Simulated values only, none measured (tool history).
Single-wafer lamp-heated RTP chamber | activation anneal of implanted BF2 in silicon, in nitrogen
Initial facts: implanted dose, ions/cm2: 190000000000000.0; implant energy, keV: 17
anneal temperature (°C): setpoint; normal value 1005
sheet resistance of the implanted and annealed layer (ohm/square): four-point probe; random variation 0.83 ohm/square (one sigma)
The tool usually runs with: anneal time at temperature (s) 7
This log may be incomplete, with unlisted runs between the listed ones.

run	hour	anneal temperature (°C)	anneal time at temperature (s)	wafers since the last listed run	wafers since the last pyrometer calibration	wafers since the reflector plate was cleaned	hours since the gauge calibration	read-back reference wafer on the same gauge, sheet resistance	sheet resistance of the implanted and annealed layer (ohm/square)
1	0.0	1005	7	0	3495	5169	150.3	640.94	553.22
2	22.4	1005	7	425	3921	5595	172.7	641.35	555.22
3	47.4	1020	4	475	4396	6070	197.7	641.32	556.67
# hour 60.3: pyrometer window cleaned and pyrometer calibrated
4	78.4	1020	4	437	343	6508	228.7	641.71	557.09
5	97.0	1005	7	353	697	6861	247.3	641.82	555.22
6	111.3	1005	7	271	969	7133	261.6	641.69	555.10
7	135.8	996	7	465	1435	7599	286.1	642.05	553.82
8	160.8	1005	7	475	1910	8074	311.1	642.29	555.17
9	186.8	1005	7	494	2404	8569	337.1	642.38	556.08
10	206.0	1016	7	365	2770	8934	356.3	642.76	555.17
11	236.2	1016	7	574	3344	9508	386.5	643.11	555.30
12	263.6	1005	7	520	3865	10029	413.9	643.30	555.38
13	278.2	1005	7	277	4142	10307	428.5	643.61	555.75
14	302.9	1005	7	469	4612	10776	453.2	644.16	555.82
15	337.8	1005	7	663	5275	11440	488.1	644.51	556.39
# hour 347.6: pyrometer window cleaned and pyrometer calibrated
16	355.3	995	7	180	145	11620	505.6	644.83	557.52
17	383.8	1005	7	541	687	12162	534.1	645.25	557.24
18	399.8	1005	9	304	992	12466	550.1	645.73	557.42
19	424.4	1005	7	467	1459	12934	574.7	645.94	558.71
# hour 436.0: reflector plate cleaned
20	495.4	978	9	1197	2657	1129	645.7	647.44	561.29
21	527.2	986	4	604	3262	1734	677.5	648.41	561.72
22	548.3	997	7	401	3663	2135	698.6	648.51	560.26
23	594.0	1005	7	868	4532	3004	744.3	649.80	561.32
# hour 615.1: pyrometer window cleaned and pyrometer calibrated
24	615.6	1005	7	258	9	3262	765.9	650.15	561.25
# hour 672.8: gauge calibrated
25	688.7	1031	7	1389	1399	4652	15.9	639.52	551.99
26	723.2	1014	10	655	2055	5308	50.4	639.52	552.79
27	745.0	1005	3	414	2469	5723	72.2	639.50	552.60
28	799.6	1025	3	1038	3507	6761	126.8	639.80	555.95
29	829.0	987	9	558	4066	7320	156.2	639.88	553.34
30	863.3	977	5	652	4719	7972	190.5	639.78	558.05
31	887.1	1026	10	452	5171	8424	214.3	640.21	551.71

Run 32 comes next. What will it give?
# hour 896.1: pyrometer window cleaned and pyrometer calibrated
32	920.5	1019	7	482	464	8907	247.7	?	?

For run 32 the tool returned read-back reference wafer on the same gauge, sheet resistance 640.31, sheet resistance of the implanted and annealed layer (ohm/square) 553.72.
Were there no unlogged condition in the tool, this run, its random variation unchanged, would have produced sheet resistance of the implanted and annealed layer (ohm/square) 553.36.
